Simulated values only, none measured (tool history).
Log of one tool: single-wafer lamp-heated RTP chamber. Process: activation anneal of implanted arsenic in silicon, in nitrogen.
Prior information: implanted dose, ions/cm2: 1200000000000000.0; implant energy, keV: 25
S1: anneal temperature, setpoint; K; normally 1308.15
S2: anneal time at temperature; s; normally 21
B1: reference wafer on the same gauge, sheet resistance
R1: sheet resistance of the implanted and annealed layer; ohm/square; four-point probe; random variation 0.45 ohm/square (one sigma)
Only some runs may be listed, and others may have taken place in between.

run 1 day=0.000 | S1=1308.15 S2=30 | B1=126.03 | R1=110.06
run 2 day=0.329 | S1=1308.15 S2=16 | B1=125.92 | R1=116.91
run 3 day=0.696 | S1=1308.15 S2=21 | B1=125.98 | R1=113.76
run 4 day=1.296 | S1=1308.15 S2=21 | B1=125.92 | R1=114.31
run 5 day=1.642 | S1=1317.15 S2=17 | B1=126.03 | R1=114.00
run 6 day=2.354 | S1=1317.15 S2=17 | B1=126.09 | R1=113.69
run 7 day=3.071 | S1=1318.15 S2=21 | B1=125.98 | R1=111.28
run 8 day=3.804 | S1=1318.15 S2=21 | B1=126.06 | R1=112.04
run 9 day=4.529 | S1=1308.15 S2=21 | B1=126.11 | R1=114.24
run 10 day=4.992 | S1=1308.15 S2=21 | B1=126.07 | R1=113.82
run 11 day=5.638 | S1=1308.15 S2=21 | B1=125.98 | R1=114.03
run 12 day=5.992 | S1=1308.15 S2=21 | B1=125.95 | R1=114.40
run 13 day=6.408 | S1=1308.15 S2=21 | B1=125.95 | R1=113.20
run 14 day=7.129 | S1=1308.15 S2=21 | B1=126.05 | R1=113.37
run 15 day=7.771 | S1=1308.15 S2=21 | B1=126.00 | R1=113.70
run 16 day=8.108 | S1=1308.15 S2=21 | B1=125.97 | R1=114.09
run 17 day=8.646 | S1=1308.15 S2=21 | B1=125.95 | R1=114.51
run 18 day=9.196 | S1=1308.15 S2=21 | B1=126.00 | R1=113.54
run 19 day=9.675 | S1=1308.15 S2=31 | B1=126.08 | R1=109.64
-- day=9.862 gauge calibrated
run 20 day=10.404 | S1=1308.15 S2=21 | B1=125.93 | R1=114.07
run 21 day=10.988 | S1=1317.15 S2=21 | B1=126.08 | R1=113.04
run 22 day=11.692 | S1=1308.15 S2=21 | B1=125.87 | R1=114.14
run 23 day=12.417 | S1=1308.15 S2=21 | B1=125.98 | R1=114.52
run 24 day=12.862 | S1=1308.15 S2=12 | B1=125.93 | R1=119.58
run 25 day=13.271 | S1=1282.15 S2=12 | B1=126.06 | R1=124.69
run 26 day=13.596 | S1=1308.15 S2=21 | B1=125.99 | R1=113.99
-- day=14.104 pyrometer window cleaned and pyrometer calibrated
run 27 day=14.125 | S1=1308.15 S2=9 | B1=125.99 | R1=121.60
-- day=14.612 reflector plate cleaned
run 28 day=14.712 | S1=1300.15 S2=29 | B1=125.94 | R1=112.61
run 29 day=15.125 | S1=1308.15 S2=31 | B1=125.93 | R1=109.89
run 30 day=15.642 | S1=1282.15 S2=12 | B1=125.97 | R1=124.98
run 31 day=16.358 | S1=1297.15 S2=13 | B1=126.00 | R1=121.06
run 32 day=17.083 | S1=1338.15 S2=33 | B1=126.01 | R1=103.35
run 33 day=17.608 | S1=1320.15 S2=26 | B1=126.01 | R1=110.31
run 34 day=17.925 | S1=1296.15 S2=26 | B1=126.09 | R1=115.71
run 35 day=18.412 | S1=1338.15 S2=24 | B1=126.03 | R1=105.99
run 36 day=18.821 | S1=1317.15 S2=21 | B1=126.10 | R1=111.87
run 37 day=19.521 | S1=1308.15 S2=26 | B1=126.00 | R1=112.31
run 38 day=20.050 | S1=1288.15 S2=29 | B1=126.10 | R1=115.43

The tool's hidden state at each run:
true wafer temperature minus pyrometer reading, K: 0, the same for each run
wafer temperature error from the tarnished reflector plate, K: 0, the same for each run
gauge reads high (%): 0, the same for each run

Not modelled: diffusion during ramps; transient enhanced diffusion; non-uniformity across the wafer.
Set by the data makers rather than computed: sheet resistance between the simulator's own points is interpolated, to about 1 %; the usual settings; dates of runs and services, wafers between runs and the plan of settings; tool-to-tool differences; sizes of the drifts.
